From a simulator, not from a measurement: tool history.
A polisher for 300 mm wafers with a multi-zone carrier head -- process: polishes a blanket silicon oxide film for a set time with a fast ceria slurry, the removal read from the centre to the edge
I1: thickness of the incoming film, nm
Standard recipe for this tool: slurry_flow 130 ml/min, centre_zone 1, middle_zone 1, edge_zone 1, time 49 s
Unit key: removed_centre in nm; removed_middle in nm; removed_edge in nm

{"run": 1, "day": 0.0, "slurry_flow": 130, "centre_zone": 1, "middle_zone": 1, "edge_zone": 1, "time": 49, "I1": 1824.2, "removed_centre": 435.5, "removed_middle": 450.2, "removed_edge": 453.1}
{"run": 2, "day": 0.346, "slurry_flow": 130, "centre_zone": 1, "middle_zone": 1, "edge_zone": 1, "time": 49, "I1": 1777.7, "removed_centre": 427.6, "removed_middle": 459.8, "removed_edge": 437.9}
{"run": 3, "day": 1.033, "slurry_flow": 130, "centre_zone": 1.06, "middle_zone": 1, "edge_zone": 1, "time": 39, "I1": 1806.8, "removed_centre": 356.4, "removed_middle": 350.2, "removed_edge": 353.4}
{"run": 4, "day": 1.3, "slurry_flow": 130, "centre_zone": 1.06, "middle_zone": 1, "edge_zone": 1, "time": 39, "I1": 1805.4, "removed_centre": 354.4, "removed_middle": 358.9, "removed_edge": 339.2}
{"run": 5, "day": 2.046, "slurry_flow": 130, "centre_zone": 1, "middle_zone": 1, "edge_zone": 1, "time": 49, "I1": 1789.5, "removed_centre": 408.5, "removed_middle": 432, "removed_edge": 428.6}
{"day": 2.917, "done": "slurry nozzle cleaned"}
{"day": 3.467, "done": "edge zone pressure recalibrated"}
{"run": 6, "day": 4.012, "slurry_flow": 130, "centre_zone": 0.92, "middle_zone": 1, "edge_zone": 1, "time": 49, "I1": 1822.5, "removed_centre": 404, "removed_middle": 459.8, "removed_edge": 437.4}
{"run": 7, "day": 4.321, "slurry_flow": 130, "centre_zone": 0.92, "middle_zone": 1, "edge_zone": 1, "time": 49, "I1": 1811.1, "removed_centre": 398, "removed_middle": 444.8, "removed_edge": 421.7}
{"day": 4.717, "done": "worn pad replaced by a new one"}
{"run": 8, "day": 5.0, "slurry_flow": 165, "centre_zone": 1, "middle_zone": 1.09, "edge_zone": 1.12, "time": 62, "I1": 1802.1, "removed_centre": 637, "removed_middle": 710.2, "removed_edge": 659.3}
{"run": 9, "day": 5.471, "slurry_flow": 130, "centre_zone": 1.08, "middle_zone": 1.05, "edge_zone": 1, "time": 66, "I1": 1793.5, "removed_centre": 700, "removed_middle": 696.2, "removed_edge": 636.7}
{"day": 5.558, "done": "centre zone pressure recalibrated"}
{"day": 6.058, "done": "carrier head's membrane replaced by a new one"}
{"run": 10, "day": 6.075, "slurry_flow": 130, "centre_zone": 1, "middle_zone": 1, "edge_zone": 1, "time": 49, "I1": 1790, "removed_centre": 471.2, "removed_middle": 493.9, "removed_edge": 465}
{"run": 11, "day": 6.421, "slurry_flow": 95, "centre_zone": 1, "middle_zone": 1, "edge_zone": 0.96, "time": 63, "I1": 1826.3, "removed_centre": 552.7, "removed_middle": 579.8, "removed_edge": 555.6}
{"run": 12, "day": 7.0, "slurry_flow": 130, "centre_zone": 1.12, "middle_zone": 1, "edge_zone": 1, "time": 49, "I1": 1822.3, "removed_centre": 514.8, "removed_middle": 478.4, "removed_edge": 461.9}
{"run": 13, "day": 7.692, "slurry_flow": 90, "centre_zone": 1, "middle_zone": 1.1, "edge_zone": 0.95, "time": 58, "I1": 1784.9, "removed_centre": 477.7, "removed_middle": 530.2, "removed_edge": 487}
{"run": 14, "day": 8.108, "slurry_flow": 130, "centre_zone": 1, "middle_zone": 1, "edge_zone": 1, "time": 49, "I1": 1818.6, "removed_centre": 439.7, "removed_middle": 455.2, "removed_edge": 437.6}

Alternative continuations, all from the tool just after run 14; predict every row:
{"run": "A", "day": 8.125, "slurry_flow": 130, "centre_zone": 1, "middle_zone": 1, "edge_zone": 1, "time": 49, "I1": 1817.9, "removed_centre": "?", "removed_middle": "?", "removed_edge": "?"}
{"run": "B", "day": 8.125, "slurry_flow": 130, "centre_zone": 1.07, "middle_zone": 0.89, "edge_zone": 1, "time": 55, "I1": 1817.9, "removed_centre": "?", "removed_middle": "?", "removed_edge": "?"}
{"run": "C", "day": 8.125, "slurry_flow": 145, "centre_zone": 1, "middle_zone": 0.95, "edge_zone": 1.04, "time": 49, "I1": 1817.9, "removed_centre": "?", "removed_middle": "?", "removed_edge": "?"}

run=A removed_centre=442.1 removed_middle=456.9 removed_edge=450.5
run=B removed_centre=530.9 removed_middle=465.1 removed_edge=506.4
run=C removed_centre=455 removed_middle=449 removed_edge=467.8
The same runs, with their run-to-run variation unchanged, on a tool lacking any hidden condition would have given:
run=A removed_centre=493.5 removed_middle=507.9 removed_edge=496.3
run=B removed_centre=592.5 removed_middle=517 removed_edge=557.9
run=C removed_centre=506.1 removed_middle=497.6 removed_edge=514.4
